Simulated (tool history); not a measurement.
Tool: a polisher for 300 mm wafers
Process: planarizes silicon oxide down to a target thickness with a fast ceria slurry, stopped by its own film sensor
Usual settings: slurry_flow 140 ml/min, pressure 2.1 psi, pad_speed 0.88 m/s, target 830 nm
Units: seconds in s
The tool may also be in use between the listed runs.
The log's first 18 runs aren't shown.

run      day  slurry_flow  pressure  pad_speed  target  incoming thickness of the incoming film, nm  seconds
 19   53.667          160       1.5       0.88     830                                       1554.4     89.2
 20   55.967          140       2.1       0.88     830                                         1551     62.6
      58.158  -- slurry nozzle cleaned
 21   58.179          125       1.8       1.04     639                                       1583.6     81.6
      58.954  -- worn pad replaced by a new one
 22   61.083          100       1.5        0.7    1038                                       1531.9     74.7
 23   64.417          125       2.7       1.16    1004                                       1574.7     28.1
 24   66.083          160       2.6       0.88     830                                       1564.3     49.5
 25   69.754          125       2.7       0.96     611                                       1551.4       59
 26   72.129          120       2.1       0.88     952                                       1556.1     53.6
 27   78.512          140       2.7       0.88     830                                       1549.6     49.5
 28   82.092          115       2.6       0.88     830                                       1553.2     53.5
      83.142  -- worn pad replaced by a new one
        83.8  -- slurry nozzle cleaned
      83.938  -- head pressure recalibrated
 29   89.288          140       2.1       0.88     830                                       1564.6     61.8
 30   90.938          160       2.1       0.88     641                                       1539.6     73.1
 31   93.092          160       2.1       1.14     652                                       1534.7     56.1
 32   96.854          140       2.1       0.88     830                                       1551.2     62.4
 33  101.112          100       2.6        1.1     667                                       1567.6     53.1
 34  104.708          125       2.1       0.68    1082                                         1573     56.9
     107.012  -- slurry nozzle cleaned
 35  108.138          160       2.1       0.72     830                                       1576.4     77.7
     109.742  -- worn pad replaced by a new one
 36  111.558          140       2.1       0.88     830                                       1537.8     56.2
 37  114.162          140       2.1       0.88     830                                       1591.2     63.5

Forecast each of these 3 alternatives for the next run:
  A  114.183          100       2.1       0.88     830                                       1544.2        ?
  B  114.183          140       1.9       0.88     709                                       1544.2        ?
  C  114.183          120       2.4        0.8     701                                       1544.2        ?

run  seconds
  A     63.5
  B     77.2
  C     69.7
Without the tool's hidden state the same runs would have given:
run  seconds
  A     58.7
  B     71.4
  C     64.5
